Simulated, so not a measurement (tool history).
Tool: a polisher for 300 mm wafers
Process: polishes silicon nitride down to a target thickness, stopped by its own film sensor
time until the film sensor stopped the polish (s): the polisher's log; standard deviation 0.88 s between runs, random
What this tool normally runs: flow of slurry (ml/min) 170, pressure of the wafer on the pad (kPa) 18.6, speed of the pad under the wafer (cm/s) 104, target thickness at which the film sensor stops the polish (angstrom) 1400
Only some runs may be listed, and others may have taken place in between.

run,hour,flow of slurry (ml/min),pressure of the wafer on the pad (kPa),speed of the pad under the wafer (cm/s),target thickness at which the film sensor stops the polish (angstrom),"incoming thickness of the incoming film, nm",time until the film sensor stopped the polish (s)
1,0,170,18.6,104,1400,259.4,94.1
2,6.5,130,18.6,132,1400,258,79.6
3,17,130,18.6,132,1400,261.9,81.7
4,48.5,130,18.6,132,1400,264.1,85.9
5,56.6,170,18.6,104,1400,258.7,92.6
# hour 65: worn pad replaced by a new one
6,65.5,170,18.6,104,1400,259.7,94.9
7,75.2,170,18.6,122,1400,263.9,86.5
8,87.2,170,18.6,122,1400,260.4,83.4
9,104,210,18.6,104,1400,259.9,90.8
10,120,210,18.6,104,1400,259.8,91.3
11,141.2,200,20.7,76,1050,263.4,143.1
# hour 151: head pressure recalibrated
12,151.5,170,18.6,104,1400,258.4,94.2
# hour 168.6: worn pad replaced by a new one
13,169.1,170,24.1,76,1400,263.2,98.4
14,181.4,170,18.6,104,1400,260.2,95.2
15,197.6,170,18.6,104,1400,256.8,95.4
16,208.6,125,15.2,134,1110,256.8,125.3
# hour 213.9: slurry nozzle cleaned
17,224.6,170,18.6,130,1400,263,89.7
18,241.6,190,18.6,74,1400,259.2,129.8
# hour 267.2: slurry nozzle cleaned, repeated, since the last time left the tool worse
# hour 286.6: worn pad replaced by a new one
19,287.1,145,23.4,104,1400,265.1,76.8
20,298.8,220,22.8,104,1400,263.3,75.1
21,315.5,170,18.6,104,1400,257.4,88.2

Consider 4 possible next runs. They are alternatives, not a sequence: every one starts from the tool as it was left by run 21. What does each give?
A,316,170,18.6,104,1210,261,?
B,316,170,16.5,104,1010,261,?
C,316,170,18.6,140,1750,261,?
D,316,190,22.1,128,1650,261,?

run,time until the film sensor stopped the polish (s)
A,105.7
B,135.9
C,51.2
D,51.1
The same runs, with their run-to-run variation unchanged, on a tool lacking any hidden condition would have given:
run,time until the film sensor stopped the polish (s)
A,105.4
B,135.5
C,51
D,50.9
